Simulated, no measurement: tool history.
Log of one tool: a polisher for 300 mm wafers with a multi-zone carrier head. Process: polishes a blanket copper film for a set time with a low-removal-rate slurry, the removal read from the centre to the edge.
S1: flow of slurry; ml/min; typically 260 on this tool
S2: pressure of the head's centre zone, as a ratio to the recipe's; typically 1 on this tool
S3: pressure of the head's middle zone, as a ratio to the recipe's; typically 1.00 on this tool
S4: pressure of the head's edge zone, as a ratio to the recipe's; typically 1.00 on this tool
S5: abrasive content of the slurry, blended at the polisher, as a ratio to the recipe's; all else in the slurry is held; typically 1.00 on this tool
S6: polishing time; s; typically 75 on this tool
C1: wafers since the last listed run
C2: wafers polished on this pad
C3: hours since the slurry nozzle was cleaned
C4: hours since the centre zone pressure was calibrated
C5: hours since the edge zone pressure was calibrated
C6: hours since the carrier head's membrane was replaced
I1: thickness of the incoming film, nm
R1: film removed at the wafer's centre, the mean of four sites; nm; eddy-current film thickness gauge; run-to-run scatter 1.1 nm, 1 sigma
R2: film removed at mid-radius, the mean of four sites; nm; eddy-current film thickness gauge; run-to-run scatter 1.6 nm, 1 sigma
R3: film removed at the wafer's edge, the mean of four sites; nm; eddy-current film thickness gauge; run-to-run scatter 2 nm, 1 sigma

run,hour,S1,S2,S3,S4,S5,S6,C1,C2,C3,C4,C5,C6,I1,R1,R2,R3
1,0.0,260,1,1.00,1.07,1.00,75,0,843,742.5,1271.2,1242.1,1377.9,1179.0,144.6,163.2,173.1
# hour 18.9: worn pad replaced by a new one
2,19.4,260,1,1.00,1.00,1.00,75,143,4,761.9,1290.6,1261.5,1397.3,1175.6,143.1,161.2,169.7
3,25.6,260,1,1.00,1.00,1.00,75,57,61,768.1,1296.8,1267.7,1403.5,1201.8,141.9,163.6,169.2
4,43.5,260,1,1.00,1.00,1.00,75,166,228,786.0,1314.7,1285.6,1421.4,1179.8,142.7,161.4,167.4
5,56.7,260,1,1.00,1.00,0.80,75,122,351,799.2,1327.9,1298.8,1434.6,1184.5,135.9,159.3,160.8
6,71.6,260,1,1.00,1.00,0.80,75,138,490,814.1,1342.8,1313.7,1449.5,1182.4,137.1,153.1,157.5
# hour 87.1: carrier head's membrane replaced by a new one
7,87.6,260,1,1.00,1.00,0.80,75,102,592,830.1,1358.8,1329.7,0.5,1187.7,136.8,156.5,162.5
# hour 106.2: edge zone pressure recalibrated
# hour 106.6: worn pad replaced by a new one
# hour 122.1: slurry nozzle cleaned
8,139.7,260,1,1.00,1.00,1.00,75,453,298,17.6,1410.9,33.5,52.6,1185.5,153.9,175.3,173.2
9,146.6,260,1,1.00,1.00,1.00,75,64,363,24.5,1417.8,40.4,59.5,1179.1,152.8,174.5,176.7
10,155.0,260,1,1.00,1.00,1.00,75,78,441,32.9,1426.2,48.8,67.9,1202.1,152.8,174.2,177.2
11,168.6,335,1,1.00,1.00,1.15,75,126,568,46.5,1439.8,62.4,81.5,1154.9,161.0,180.5,180.3

What does the tool deliver on the next run?
12,178.7,260,1,0.91,0.90,1.00,75,94,662,56.6,1449.9,72.5,91.6,1187.2,?,?,?

{"run 12": {"R1": 152.4, "R2": 160.0, "R3": 168.8}}
Were there no unlogged condition in the tool, this run, its random variation unchanged, would have produced R1 179.5 nm, R2 162.5 nm, R3 170.9 nm.
